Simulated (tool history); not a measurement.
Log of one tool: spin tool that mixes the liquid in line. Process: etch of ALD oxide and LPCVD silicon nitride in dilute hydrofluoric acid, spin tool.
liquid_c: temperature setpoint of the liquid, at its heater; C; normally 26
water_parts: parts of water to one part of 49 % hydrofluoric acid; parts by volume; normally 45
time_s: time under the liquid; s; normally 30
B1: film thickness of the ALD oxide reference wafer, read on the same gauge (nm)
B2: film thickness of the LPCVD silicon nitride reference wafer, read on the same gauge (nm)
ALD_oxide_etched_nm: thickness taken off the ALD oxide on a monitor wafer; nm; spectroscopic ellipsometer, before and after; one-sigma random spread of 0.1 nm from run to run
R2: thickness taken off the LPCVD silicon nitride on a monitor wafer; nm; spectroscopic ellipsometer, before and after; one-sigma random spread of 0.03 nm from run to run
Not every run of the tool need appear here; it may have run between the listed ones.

Run 1, hour 0: usual settings but time_s 15 s; B1 70.01; B2 79.998. Result: ALD_oxide_etched_nm 8.38 nm, R2 0.174 nm.
Run 2, hour 29.8: usual settings but time_s 15 s; B1 70; B2 79.976. Result: ALD_oxide_etched_nm 8.35 nm, R2 0.148 nm.
Run 3, hour 55: usual settings but water_parts 60 parts by volume; B1 70; B2 80.017. Result: ALD_oxide_etched_nm 12.3 nm, R2 0.219 nm.
Run 4, hour 86.6: usual settings but water_parts 60 parts by volume; B1 70.01; B2 80.017. Result: ALD_oxide_etched_nm 12.24 nm, R2 0.247 nm.
Run 5, hour 115.7: usual settings but water_parts 60 parts by volume; B1 70; B2 79.992. Result: ALD_oxide_etched_nm 12.26 nm, R2 0.248 nm.
Run 6, hour 140.5: usual settings but liquid_c 24 C; B1 70.03; B2 79.987. Result: ALD_oxide_etched_nm 15.44 nm, R2 0.24 nm.
Run 7, hour 187.2: usual settings but time_s 35 s; B1 70.02; B2 79.988. Result: ALD_oxide_etched_nm 19.26 nm, R2 0.347 nm.
Run 8, hour 209: usual settings but time_s 35 s; B1 70; B2 79.981. Result: ALD_oxide_etched_nm 19.48 nm, R2 0.33 nm.
Run 9, hour 228.1: usual settings but time_s 35 s; B1 70.01; B2 79.998. Result: ALD_oxide_etched_nm 19.43 nm, R2 0.401 nm.
Run 10, hour 242.5: usual settings; B1 70.01; B2 79.975. Result: ALD_oxide_etched_nm 16.57 nm, R2 0.312 nm.
At hour 257.7: gauge calibrated.
Run 11, hour 261: usual settings; B1 70.01; B2 79.986. Result: ALD_oxide_etched_nm 16.67 nm, R2 0.313 nm.
Run 12, hour 286.8: usual settings but liquid_c 28 C, water_parts 35 parts by volume, time_s 20 s; B1 69.98; B2 79.972. Result: ALD_oxide_etched_nm 15.51 nm, R2 0.277 nm.
Run 13, hour 303.3: usual settings; B1 69.99; B2 80.023. Result: ALD_oxide_etched_nm 16.53 nm, R2 0.278 nm.
At hour 313: hydrofluoric acid flow meter replaced.
Run 14, hour 335.9: usual settings but liquid_c 23 C, water_parts 35 parts by volume, time_s 25 s; B1 70.01; B2 80.003. Result: ALD_oxide_etched_nm 15.7 nm, R2 0.251 nm.
Run 15, hour 364.2: usual settings but liquid_c 24 C, time_s 35 s; B1 70.03; B2 80. Result: ALD_oxide_etched_nm 17.89 nm, R2 0.333 nm.
Run 16, hour 387.4: usual settings but liquid_c 30 C; B1 70.03; B2 80.006. Result: ALD_oxide_etched_nm 19.58 nm, R2 0.449 nm.
At hour 389.7: thermometer replaced.
Run 17, hour 413: usual settings but water_parts 25 parts by volume; B1 69.99; B2 80.013. Result: ALD_oxide_etched_nm 33.84 nm, R2 0.564 nm.
Run 18, hour 431.3: usual settings; B1 70; B2 80.019. Result: ALD_oxide_etched_nm 18.31 nm, R2 0.322 nm.
Run 19, hour 453.4: usual settings but time_s 50 s; B1 69.96; B2 79.97. Result: ALD_oxide_etched_nm 30.39 nm, R2 0.507 nm.
Run 20, hour 467.1: usual settings but liquid_c 28 C, water_parts 35 parts by volume; B1 70.03; B2 80.016. Result: ALD_oxide_etched_nm 25.68 nm, R2 0.461 nm.
Run 21, hour 483.6: usual settings; B1 69.97; B2 79.992. Result: ALD_oxide_etched_nm 18.13 nm, R2 0.316 nm.
Run 22, hour 504.7: usual settings but water_parts 55 parts by volume; B1 70.01; B2 80.006. Result: ALD_oxide_etched_nm 14.65 nm, R2 0.303 nm.

Measured result minus the same run's result without the hidden state. Both carry the same run-to-run variation, though not necessarily the same gauge scatter:
Hidden state present: liquid colder than its thermometer reads (K); hydrofluoric acid flow above the setpoint (%); gauge reads high (%).
run  ALD_oxide_etched_nm      R2
  1                -0.86   -0.03
  2                -0.86  -0.026
  3                -1.27  -0.038
  4                -1.29  -0.044
  5                 -1.3  -0.045
  6                -1.72  -0.046
  7                -2.16  -0.066
  8                 -2.2  -0.063
  9                -2.22  -0.078
 10                 -1.9  -0.061
 11                -1.93  -0.061
 12                 -1.8  -0.054
 13                -1.95  -0.056
 14                -1.94  -0.053
 15                 -2.2  -0.069
 16                -2.32   -0.09
 17                -0.38   -0.01
 18                -0.22  -0.007
 19                 -0.4  -0.011
 20                -0.35   -0.01
 21                -0.27  -0.008
 22                -0.22  -0.007
